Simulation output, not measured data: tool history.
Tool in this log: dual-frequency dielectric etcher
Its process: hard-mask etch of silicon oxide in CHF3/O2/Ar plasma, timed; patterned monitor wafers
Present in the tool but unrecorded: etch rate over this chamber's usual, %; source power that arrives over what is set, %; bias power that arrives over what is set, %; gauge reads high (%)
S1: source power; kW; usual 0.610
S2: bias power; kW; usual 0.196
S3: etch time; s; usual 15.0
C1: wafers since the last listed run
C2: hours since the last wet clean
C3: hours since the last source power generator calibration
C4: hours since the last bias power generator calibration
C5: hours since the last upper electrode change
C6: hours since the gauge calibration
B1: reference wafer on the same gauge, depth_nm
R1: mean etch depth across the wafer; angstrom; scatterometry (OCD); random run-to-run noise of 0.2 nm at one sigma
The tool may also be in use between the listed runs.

run 1 hour=0.0 | S1=0.610 S2=0.196 S3=15.0 | C1=0 C2=36.8 C3=2364.4 C4=2298.7 C5=3010.4 C6=348.9 | B1=25.51 | R1=308.9
run 2 hour=66.0 | S1=0.610 S2=0.196 S3=15.0 | C1=1217 C2=102.8 C3=2430.4 C4=2364.7 C5=3076.4 C6=414.9 | B1=25.58 | R1=306.5
run 3 hour=92.7 | S1=0.610 S2=0.196 S3=18.0 | C1=492 C2=129.5 C3=2457.1 C4=2391.4 C5=3103.1 C6=441.6 | B1=25.52 | R1=371.1
run 4 hour=135.6 | S1=0.610 S2=0.179 S3=15.0 | C1=791 C2=172.4 C3=2500.0 C4=2434.3 C5=3146.0 C6=484.5 | B1=25.50 | R1=300.5
run 5 hour=201.5 | S1=0.610 S2=0.179 S3=15.0 | C1=1215 C2=238.3 C3=2565.9 C4=2500.2 C5=3211.9 C6=550.4 | B1=25.47 | R1=296.5
run 6 hour=248.6 | S1=0.610 S2=0.179 S3=15.0 | C1=868 C2=285.4 C3=2613.0 C4=2547.3 C5=3259.0 C6=597.5 | B1=25.53 | R1=303.7
run 7 hour=314.4 | S1=0.610 S2=0.196 S3=15.0 | C1=1213 C2=351.2 C3=2678.8 C4=2613.1 C5=3324.8 C6=663.3 | B1=25.46 | R1=309.2
run 8 hour=379.2 | S1=0.670 S2=0.196 S3=16.0 | C1=1195 C2=416.0 C3=2743.6 C4=2677.9 C5=3389.6 C6=728.1 | B1=25.47 | R1=350.5
-- hour=406.1 wet clean of the chamber
run 9 hour=438.2 | S1=0.670 S2=0.196 S3=16.0 | C1=645 C2=32.1 C3=2802.6 C4=2736.9 C5=3448.6 C6=787.1 | B1=25.50 | R1=355.9
run 10 hour=497.6 | S1=0.540 S2=0.196 S3=18.5 | C1=1095 C2=91.5 C3=2862.0 C4=2796.3 C5=3508.0 C6=846.5 | B1=25.49 | R1=375.1
-- hour=558.2 upper electrode replaced
run 11 hour=565.0 | S1=0.670 S2=0.196 S3=17.5 | C1=800 C2=158.9 C3=2929.4 C4=2863.7 C5=6.8 C6=913.9 | B1=25.59 | R1=392.6
run 12 hour=630.3 | S1=0.670 S2=0.196 S3=16.0 | C1=1204 C2=224.2 C3=2994.7 C4=2929.0 C5=72.1 C6=979.2 | B1=25.48 | R1=359.3
run 13 hour=673.6 | S1=0.550 S2=0.196 S3=19.0 | C1=798 C2=267.5 C3=3038.0 C4=2972.3 C5=115.4 C6=1022.5 | B1=25.51 | R1=394.1
-- hour=695.7 bias power generator calibrated
run 14 hour=767.5 | S1=0.610 S2=0.164 S3=16.5 | C1=1658 C2=361.4 C3=3131.9 C4=71.8 C5=209.3 C6=1116.4 | B1=25.46 | R1=333.0
-- hour=784.8 gauge calibrated
run 15 hour=817.1 | S1=0.480 S2=0.196 S3=12.0 | C1=915 C2=411.0 C3=3181.5 C4=121.4 C5=258.9 C6=32.3 | B1=25.48 | R1=235.1
-- hour=846.0 wet clean of the chamber, repeated, since the last time left the tool worse
run 16 hour=859.5 | S1=0.610 S2=0.196 S3=15.0 | C1=339 C2=13.5 C3=3223.9 C4=163.8 C5=301.3 C6=74.7 | B1=25.55 | R1=310.0
run 17 hour=918.1 | S1=0.510 S2=0.196 S3=16.5 | C1=1081 C2=72.1 C3=3282.5 C4=222.4 C5=359.9 C6=133.3 | B1=25.52 | R1=312.4
run 18 hour=957.9 | S1=0.610 S2=0.196 S3=16.5 | C1=734 C2=111.9 C3=3322.3 C4=262.2 C5=399.7 C6=173.1 | B1=25.48 | R1=343.9
run 19 hour=990.1 | S1=0.610 S2=0.196 S3=15.0 | C1=594 C2=144.1 C3=3354.5 C4=294.4 C5=431.9 C6=205.3 | B1=25.56 | R1=313.0
run 20 hour=1036.1 | S1=0.680 S2=0.233 S3=12.5 | C1=848 C2=190.1 C3=3400.5 C4=340.4 C5=477.9 C6=251.3 | B1=25.52 | R1=292.7
-- hour=1081.6 source power generator calibrated
run 21 hour=1105.9 | S1=0.610 S2=0.196 S3=15.0 | C1=1213 C2=259.9 C3=24.3 C4=410.2 C5=547.7 C6=321.1 | B1=25.50 | R1=311.2
run 22 hour=1140.7 | S1=0.560 S2=0.196 S3=15.0 | C1=642 C2=294.7 C3=59.1 C4=445.0 C5=582.5 C6=355.9 | B1=25.52 | R1=300.4
run 23 hour=1205.6 | S1=0.520 S2=0.235 S3=17.5 | C1=1197 C2=359.6 C3=124.0 C4=509.9 C5=647.4 C6=420.8 | B1=25.45 | R1=366.4
run 24 hour=1274.8 | S1=0.610 S2=0.196 S3=15.0 | C1=1276 C2=428.8 C3=193.2 C4=579.1 C5=716.6 C6=490.0 | B1=25.49 | R1=314.3
-- hour=1326.4 wet clean of the chamber
run 25 hour=1326.9 | S1=0.760 S2=0.196 S3=16.0 | C1=518 C2=0.5 C3=245.3 C4=631.2 C5=768.7 C6=542.1 | B1=25.47 | R1=360.2
run 26 hour=1438.0 | S1=0.610 S2=0.196 S3=15.0 | C1=2049 C2=111.6 C3=356.4 C4=742.3 C5=879.8 C6=653.2 | B1=25.52 | R1=309.3
run 27 hour=1475.5 | S1=0.690 S2=0.153 S3=13.0 | C1=691 C2=149.1 C3=393.9 C4=779.8 C5=917.3 C6=690.7 | B1=25.54 | R1=257.3
run 28 hour=1504.6 | S1=0.610 S2=0.196 S3=17.5 | C1=536 C2=178.2 C3=423.0 C4=808.9 C5=946.4 C6=719.8 | B1=25.53 | R1=360.9

Here are 5 independent what-if runs from the current tool condition. What would each one return?
run A hour=1505.0 | S1=0.610 S2=0.196 S3=12.0 | C1=7 C2=178.6 C3=423.4 C4=809.3 C5=946.8 C6=720.2 | B1=? | R1=?
run B hour=1505.0 | S1=0.690 S2=0.149 S3=17.0 | C1=7 C2=178.6 C3=423.4 C4=809.3 C5=946.8 C6=720.2 | B1=? | R1=?
run C hour=1505.0 | S1=0.560 S2=0.196 S3=14.0 | C1=7 C2=178.6 C3=423.4 C4=809.3 C5=946.8 C6=720.2 | B1=? | R1=?
run D hour=1505.0 | S1=0.610 S2=0.220 S3=11.0 | C1=7 C2=178.6 C3=423.4 C4=809.3 C5=946.8 C6=720.2 | B1=? | R1=?
run E hour=1505.0 | S1=0.610 S2=0.182 S3=15.0 | C1=7 C2=178.6 C3=423.4 C4=809.3 C5=946.8 C6=720.2 | B1=? | R1=?

run=A B1=25.58 R1=248.0
run=B B1=25.58 R1=332.6
run=C B1=25.58 R1=278.6
run=D B1=25.58 R1=238.3
run=E B1=25.58 R1=300.9
Take away the tool's hidden state, keep each run's random variation, and the runs would have read:
run=A R1=244.6
run=B R1=327.9
run=C R1=274.7
run=D R1=234.9
run=E R1=296.7
